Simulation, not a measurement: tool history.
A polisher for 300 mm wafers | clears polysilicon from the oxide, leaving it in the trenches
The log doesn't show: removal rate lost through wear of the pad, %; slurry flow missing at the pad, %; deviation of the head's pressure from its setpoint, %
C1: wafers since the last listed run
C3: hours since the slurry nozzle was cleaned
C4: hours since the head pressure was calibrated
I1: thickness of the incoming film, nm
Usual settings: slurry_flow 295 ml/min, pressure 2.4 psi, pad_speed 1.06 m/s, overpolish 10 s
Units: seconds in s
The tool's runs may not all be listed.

Run 1, hour 0.0: usual settings but slurry_flow 335 ml/min, overpolish 13 s; C1 0; wafers polished on this pad 1006; C3 80.5; C4 205.3; I1 403.9. Result: seconds 36.1 s.
At hour 7.3: worn pad replaced by a new one.
Run 2, hour 13.2: usual settings but pad_speed 1.28 m/s; C1 102; wafers polished on this pad 65; C3 93.7; C4 218.5; I1 403.3. Result: seconds 28.7 s.
Run 3, hour 39.8: usual settings but overpolish 7 s; C1 297; wafers polished on this pad 362; C3 120.3; C4 245.1; I1 408.1. Result: seconds 35.2 s.
Run 4, hour 75.8: usual settings but overpolish 7 s; C1 402; wafers polished on this pad 764; C3 156.3; C4 281.1; I1 403.7. Result: seconds 35.6 s.
Run 5, hour 111.3: usual settings but pressure 2.7 psi; C1 396; wafers polished on this pad 1161; C3 191.8; C4 316.6; I1 411.9. Result: seconds 33.2 s.
At hour 133.0: worn pad replaced by a new one.
Run 6, hour 137.8: usual settings; C1 251; wafers polished on this pad 53; C3 218.3; C4 343.1; I1 410.0. Result: seconds 40.2 s.
Run 7, hour 150.8: usual settings; C1 145; wafers polished on this pad 198; C3 231.3; C4 356.1; I1 412.8. Result: seconds 39.9 s.
At hour 162.1: head pressure recalibrated.
Run 8, hour 182.9: usual settings; C1 336; wafers polished on this pad 535; C3 263.4; C4 20.8; I1 406.4. Result: seconds 40.1 s.
Run 9, hour 196.2: usual settings; C1 148; wafers polished on this pad 683; C3 276.7; C4 34.1; I1 410.7. Result: seconds 41.3 s.
Run 10, hour 214.0: usual settings; C1 198; wafers polished on this pad 882; C3 294.5; C4 51.9; I1 409.7. Result: seconds 41.6 s.
Run 11, hour 234.3: usual settings but slurry_flow 250 ml/min; C1 226; wafers polished on this pad 1109; C3 314.8; C4 72.2; I1 408.0. Result: seconds 42.2 s.
At hour 241.0: worn pad replaced by a new one, repeated, since the last time left the tool worse.
Run 12, hour 246.4: usual settings but slurry_flow 250 ml/min; C1 90; wafers polished on this pad 60; C3 326.9; C4 84.3; I1 411.9. Result: seconds 35.5 s.
Run 13, hour 264.9: usual settings but slurry_flow 325 ml/min, pressure 1.9 psi; C1 206; wafers polished on this pad 266; C3 345.4; C4 102.8; I1 407.9. Result: seconds 45.2 s.
Run 14, hour 278.5: usual settings; C1 151; wafers polished on this pad 418; C3 359.0; C4 116.4; I1 410.1. Result: seconds 34.8 s.
Run 15, hour 311.6: usual settings but slurry_flow 345 ml/min, pad_speed 1.24 m/s; C1 369; wafers polished on this pad 788; C3 392.1; C4 149.5; I1 406.7. Result: seconds 30.2 s.
Run 16, hour 339.3: usual settings; C1 309; wafers polished on this pad 1098; C3 419.8; C4 177.2; I1 411.7. Result: seconds 37.4 s.
At hour 342.3: slurry nozzle cleaned.
At hour 350.0: worn pad replaced by a new one.
Run 17, hour 361.4: usual settings; C1 191; wafers polished on this pad 127; C3 19.1; C4 199.3; I1 413.1. Result: seconds 35.1 s.
Run 18, hour 377.4: usual settings but slurry_flow 265 ml/min; C1 178; wafers polished on this pad 306; C3 35.1; C4 215.3; I1 408.8. Result: seconds 35.4 s.
Run 19, hour 407.0: usual settings but pressure 1.7 psi, pad_speed 1.22 m/s; C1 330; wafers polished on this pad 636; C3 64.7; C4 244.9; I1 415.6. Result: seconds 44.2 s.
Run 20, hour 431.7: usual settings; C1 275; wafers polished on this pad 912; C3 89.4; C4 269.6; I1 409.8. Result: seconds 36.2 s.
At hour 448.0: worn pad replaced by a new one.
Run 21, hour 448.5: usual settings but slurry_flow 350 ml/min; C1 143; wafers polished on this pad 5; C3 106.2; C4 286.4; I1 411.6. Result: seconds 35.1 s.
Run 22, hour 462.9: usual settings but pressure 2.7 psi, overpolish 16 s; C1 160; wafers polished on this pad 166; C3 120.6; C4 300.8; I1 407.4. Result: seconds 30.6 s.
Run 23, hour 495.2: usual settings but slurry_flow 360 ml/min, pressure 1.7 psi, pad_speed 0.92 m/s; C1 360; wafers polished on this pad 527; C3 152.9; C4 333.1; I1 414.1. Result: seconds 58.3 s.
Run 24, hour 509.7: usual settings; C1 161; wafers polished on this pad 689; C3 167.4; C4 347.6; I1 412.7. Result: seconds 36.9 s.

Forecast each of these 3 alternatives for the next run:
Run A, hour 510.1: usual settings; C1 4; wafers polished on this pad 693; C3 167.8; C4 348.0; I1 409.5. Result: seconds ?.
Run B, hour 510.1: usual settings but slurry_flow 200 ml/min, pressure 1.8 psi, pad_speed 0.72 m/s, overpolish 5 s; C1 4; wafers polished on this pad 693; C3 167.8; C4 348.0; I1 409.5. Result: seconds ?.
Run C, hour 510.1: usual settings but slurry_flow 255 ml/min, overpolish 13 s; C1 4; wafers polished on this pad 693; C3 167.8; C4 348.0; I1 409.5. Result: seconds ?.

run  seconds
  A     35.6
  B     72.7
  C     36.1
Without the tool's hidden state the same runs would have given:
run  seconds
  A     35.0
  B     71.6
  C     35.5
